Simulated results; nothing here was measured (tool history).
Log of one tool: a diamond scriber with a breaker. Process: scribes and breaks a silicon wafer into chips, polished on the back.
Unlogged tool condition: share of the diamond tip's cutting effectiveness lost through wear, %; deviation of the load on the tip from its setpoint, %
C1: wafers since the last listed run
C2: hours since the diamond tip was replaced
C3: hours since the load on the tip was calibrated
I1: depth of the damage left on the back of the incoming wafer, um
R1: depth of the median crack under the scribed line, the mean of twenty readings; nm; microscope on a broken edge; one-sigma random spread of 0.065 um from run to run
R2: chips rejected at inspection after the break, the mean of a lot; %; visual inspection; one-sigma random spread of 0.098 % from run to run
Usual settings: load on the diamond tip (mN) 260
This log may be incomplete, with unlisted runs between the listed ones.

Run 1, day 0: usual settings but load on the diamond tip (mN) 277; C1 0; C2 474.9; C3 872.4; I1 0.01. Result: R1 8850 nm, R2 2.57 %.
At day 2.004: diamond tip replaced by a new one.
At day 2.675: load on the tip recalibrated.
Run 2, day 3.021: usual settings but load on the diamond tip (mN) 277; C1 181; C2 24.4; C3 8.3; I1 0.04. Result: R1 8090 nm, R2 1.63 %.
Run 3, day 5.617: usual settings but load on the diamond tip (mN) 277; C1 165; C2 86.7; C3 70.6; I1 0.03. Result: R1 8220 nm, R2 1.57 %.
Run 4, day 8.888: usual settings but load on the diamond tip (mN) 205; C1 208; C2 165.2; C3 149.1; I1 0.03. Result: R1 7110 nm, R2 3.24 %.
Run 5, day 12.196: usual settings but load on the diamond tip (mN) 205; C1 210; C2 244.6; C3 228.5; I1 0.03. Result: R1 7130 nm, R2 2.79 %.
Run 6, day 14.575: usual settings; C1 151; C2 301.7; C3 285.6; I1 0.04. Result: R1 8180 nm, R2 1.6 %.
Run 7, day 18.504: usual settings but load on the diamond tip (mN) 229; C1 250; C2 396; C3 379.9; I1 0.03. Result: R1 7690 nm, R2 1.7 %.
Run 8, day 21.592: usual settings but load on the diamond tip (mN) 229; C1 196; C2 470.1; C3 454; I1 0.01. Result: R1 7610 nm, R2 1.41 %.
Run 9, day 24.296: usual settings but load on the diamond tip (mN) 229; C1 172; C2 535; C3 518.9; I1 0.01. Result: R1 7740 nm, R2 1.5 %.
At day 25.192: diamond tip replaced by a new one.
Run 10, day 28.704: usual settings but load on the diamond tip (mN) 221; C1 275; C2 84.3; C3 624.7; I1 0.02. Result: R1 7730 nm, R2 1.65 %.
Run 11, day 31.304: usual settings but load on the diamond tip (mN) 322; C1 165; C2 146.7; C3 687.1; I1 0.04. Result: R1 9380 nm, R2 5.52 %.
Run 12, day 34.667: usual settings but load on the diamond tip (mN) 328; C1 214; C2 227.4; C3 767.8; I1 0.05. Result: R1 9600 nm, R2 7 %.
Run 13, day 38.35: usual settings but load on the diamond tip (mN) 234; C1 234; C2 315.8; C3 856.2; I1 0.05. Result: R1 8020 nm, R2 1.59 %.
Run 14, day 42.179: usual settings but load on the diamond tip (mN) 225; C1 243; C2 407.7; C3 948.1; I1 0.03. Result: R1 7820 nm, R2 1.53 %.
At day 47: diamond tip replaced by a new one.
At day 50.625: load on the tip recalibrated.
Run 15, day 55.604: usual settings but load on the diamond tip (mN) 238; C1 844; C2 206.5; C3 119.5; I1 0.02. Result: R1 7660 nm, R2 1.51 %.
Run 16, day 58.671: usual settings; C1 195; C2 280.1; C3 193.1; I1 0.02. Result: R1 7940 nm, R2 1.39 %.
Run 17, day 62.138: usual settings but load on the diamond tip (mN) 291; C1 220; C2 363.3; C3 276.3; I1 0.02. Result: R1 8380 nm, R2 2.2 %.
Run 18, day 64.554: usual settings but load on the diamond tip (mN) 331; C1 153; C2 421.3; C3 334.3; I1 0.03. Result: R1 9280 nm, R2 4.82 %.
Run 19, day 68.525: usual settings; C1 252; C2 516.6; C3 429.6; I1 0.01. Result: R1 8090 nm, R2 1.36 %.
Run 20, day 72.358: usual settings; C1 244; C2 608.6; C3 521.6; I1 0.04. Result: R1 8100 nm, R2 1.47 %.

Here are 3 independent what-if runs from the current tool condition. What would each one return?
Run A, day 72.383: usual settings; C1 1; C2 609.2; C3 522.2; I1 0.04. Result: R1 ?, R2 ?.
Run B, day 72.383: usual settings but load on the diamond tip (mN) 182; C1 1; C2 609.2; C3 522.2; I1 0.04. Result: R1 ?, R2 ?.
Run C, day 72.383: usual settings but load on the diamond tip (mN) 210; C1 1; C2 609.2; C3 522.2; I1 0.04. Result: R1 ?, R2 ?.

run    R1    R2
  A  8170  1.74
  B  6790   4.6
  C  7300  2.34
What these runs would have given with no unlogged condition in the tool:
run    R1    R2
  A  7870  1.54
  B  6540  6.31
  C  7030  3.33
